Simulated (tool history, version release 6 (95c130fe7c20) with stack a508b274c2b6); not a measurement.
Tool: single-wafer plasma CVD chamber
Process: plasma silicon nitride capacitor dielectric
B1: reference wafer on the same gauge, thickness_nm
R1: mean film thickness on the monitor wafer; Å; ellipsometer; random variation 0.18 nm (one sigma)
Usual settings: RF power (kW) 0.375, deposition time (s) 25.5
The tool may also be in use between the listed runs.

Run 1, hour 0: usual settings but RF power (kW) 0.41; B1 28.99. Result: R1 374.87 Å.
Run 2, hour 60.9: usual settings but RF power (kW) 0.41; B1 29.023. Result: R1 378.1 Å.
Run 3, hour 143.1: usual settings; B1 28.986. Result: R1 360.58 Å.
Run 4, hour 187.2: usual settings but deposition time (s) 29.2; B1 29.057. Result: R1 411.06 Å.
Run 5, hour 246.4: usual settings but deposition time (s) 29.2; B1 28.978. Result: R1 409.23 Å.
Run 6, hour 535.9: usual settings but deposition time (s) 29.2; B1 29.005. Result: R1 403.64 Å.
Run 7, hour 581.1: usual settings; B1 28.979. Result: R1 354.68 Å.
Run 8, hour 672.3: usual settings; B1 28.994. Result: R1 352.04 Å.
Run 9, hour 711.3: usual settings; B1 29.001. Result: R1 353.07 Å.
Run 10, hour 811: usual settings; B1 29.02. Result: R1 350.74 Å.
At hour 871.7: RF generator calibrated.
Run 11, hour 901.7: usual settings but RF power (kW) 0.42, deposition time (s) 26.6; B1 28.993. Result: R1 399.64 Å.
At hour 939.9: showerhead replaced.
Run 12, hour 940.4: usual settings but RF power (kW) 0.42, deposition time (s) 26.6; B1 29.005. Result: R1 395.36 Å.
Run 13, hour 1000.3: usual settings but RF power (kW) 0.42, deposition time (s) 26.6; B1 29.025. Result: R1 393.02 Å.
Run 14, hour 1069.5: usual settings but RF power (kW) 0.4, deposition time (s) 28.7; B1 29.033. Result: R1 417.12 Å.
Run 15, hour 1135: usual settings but RF power (kW) 0.44, deposition time (s) 24.2; B1 28.97. Result: R1 364.89 Å.
Run 16, hour 1233.7: usual settings but RF power (kW) 0.4; B1 28.967. Result: R1 372.73 Å.
Run 17, hour 1278.9: usual settings but RF power (kW) 0.425; B1 28.993. Result: R1 379.44 Å.
Run 18, hour 1355: usual settings; B1 28.963. Result: R1 357.34 Å.
At hour 1388: gauge calibrated.
Run 19, hour 1429.7: usual settings; B1 28.997. Result: R1 356.31 Å.
Run 20, hour 1506.3: usual settings but RF power (kW) 0.345, deposition time (s) 23.7; B1 29.004. Result: R1 312.35 Å.
Run 21, hour 1552.7: usual settings but RF power (kW) 0.41, deposition time (s) 22.8; B1 29.018. Result: R1 330.71 Å.
Run 22, hour 1628.5: usual settings; B1 28.988. Result: R1 351.85 Å.
At hour 1673.5: RF generator calibrated.
Run 23, hour 1693.7: usual settings but RF power (kW) 0.335, deposition time (s) 22.2; B1 28.983. Result: R1 298.32 Å.
Run 24, hour 1759.9: usual settings but RF power (kW) 0.415, deposition time (s) 28.4; B1 28.984. Result: R1 419.24 Å.
Run 25, hour 1846.5: usual settings but deposition time (s) 28.5; B1 29.046. Result: R1 403.68 Å.
Run 26, hour 1929.7: usual settings but RF power (kW) 0.315, deposition time (s) 23.4; B1 28.999. Result: R1 300.35 Å.

Forecast each of these 5 alternatives for the next run:
Run A, hour 1930.1: usual settings; B1 ?. Result: R1 ?.
Run B, hour 1930.1: usual settings but RF power (kW) 0.435, deposition time (s) 21.9; B1 ?. Result: R1 ?.
Run C, hour 1930.1: usual settings but deposition time (s) 24.1; B1 ?. Result: R1 ?.
Run D, hour 1930.1: usual settings but deposition time (s) 27.9; B1 ?. Result: R1 ?.
Run E, hour 1930.1: usual settings but RF power (kW) 0.33; B1 ?. Result: R1 ?.

run      B1      R1
  A  28.954  356.97
  B  28.954  328.89
  C  28.954  337.37
  D  28.954  390.56
  E  28.954   334.1
Without the tool's hidden state the same runs would have given:
run      R1
  A  361.05
  B  332.65
  C  341.23
  D  395.03
  E  337.92

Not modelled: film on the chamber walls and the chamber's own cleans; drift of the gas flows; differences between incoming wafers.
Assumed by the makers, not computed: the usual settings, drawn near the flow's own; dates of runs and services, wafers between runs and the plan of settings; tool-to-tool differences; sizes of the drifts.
